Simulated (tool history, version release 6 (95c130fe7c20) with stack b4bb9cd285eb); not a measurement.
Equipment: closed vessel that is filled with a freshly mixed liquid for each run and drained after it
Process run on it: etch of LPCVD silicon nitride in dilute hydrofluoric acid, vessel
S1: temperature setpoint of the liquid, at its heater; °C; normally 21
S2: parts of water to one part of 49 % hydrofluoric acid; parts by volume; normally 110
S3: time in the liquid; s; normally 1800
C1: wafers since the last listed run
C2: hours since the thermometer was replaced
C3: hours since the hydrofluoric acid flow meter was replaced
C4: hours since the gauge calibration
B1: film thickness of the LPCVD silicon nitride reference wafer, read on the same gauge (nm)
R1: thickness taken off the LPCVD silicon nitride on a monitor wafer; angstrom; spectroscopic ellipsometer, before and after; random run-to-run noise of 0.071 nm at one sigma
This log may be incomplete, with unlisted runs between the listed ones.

Run 1, hour 0.0: usual settings; C1 0; C2 1239.2; C3 1593.4; C4 129.9; B1 139.99. Result: R1 70.5 angstrom.
Run 2, hour 10.8: usual settings; C1 313; C2 1250.0; C3 1604.2; C4 140.7; B1 140.03. Result: R1 71.2 angstrom.
Run 3, hour 24.3: usual settings; C1 392; C2 1263.5; C3 1617.7; C4 154.2; B1 139.99. Result: R1 71.5 angstrom.
Run 4, hour 31.7: usual settings but S2 145 parts by volume; C1 215; C2 1270.9; C3 1625.1; C4 161.6; B1 139.99. Result: R1 54.1 angstrom.
Run 5, hour 38.3: usual settings but S2 145 parts by volume; C1 191; C2 1277.5; C3 1631.7; C4 168.2; B1 139.97. Result: R1 53.5 angstrom.
Run 6, hour 54.3: usual settings but S2 145 parts by volume; C1 464; C2 1293.5; C3 1647.7; C4 184.2; B1 140.02. Result: R1 53.8 angstrom.
At hour 56.6: gauge calibrated.
Run 7, hour 63.5: usual settings; C1 267; C2 1302.7; C3 1656.9; C4 6.9; B1 140.00. Result: R1 69.9 angstrom.
At hour 73.9: hydrofluoric acid flow meter replaced.
Run 8, hour 77.3: usual settings but S1 24 °C, S2 135 parts by volume, S3 1030 s; C1 371; C2 1316.5; C3 3.4; C4 20.7; B1 140.00. Result: R1 40.3 angstrom.
Run 9, hour 89.0: usual settings but S1 17 °C, S2 150 parts by volume, S3 1075 s; C1 340; C2 1328.2; C3 15.1; C4 32.4; B1 140.00. Result: R1 23.5 angstrom.
Run 10, hour 99.8: usual settings; C1 313; C2 1339.0; C3 25.9; C4 43.2; B1 140.01. Result: R1 71.0 angstrom.

Run 11 comes next. What will it give?
Run 11, hour 106.4: usual settings; C1 191; C2 1345.6; C3 32.5; C4 49.8; B1 ?. Result: R1 ?.

{"run 11": {"B1": 140.01, "R1": 70.2}}
Take away the tool's hidden state, keep the run-to-run variation as it was, and the same run would have given R1 70.2 angstrom.

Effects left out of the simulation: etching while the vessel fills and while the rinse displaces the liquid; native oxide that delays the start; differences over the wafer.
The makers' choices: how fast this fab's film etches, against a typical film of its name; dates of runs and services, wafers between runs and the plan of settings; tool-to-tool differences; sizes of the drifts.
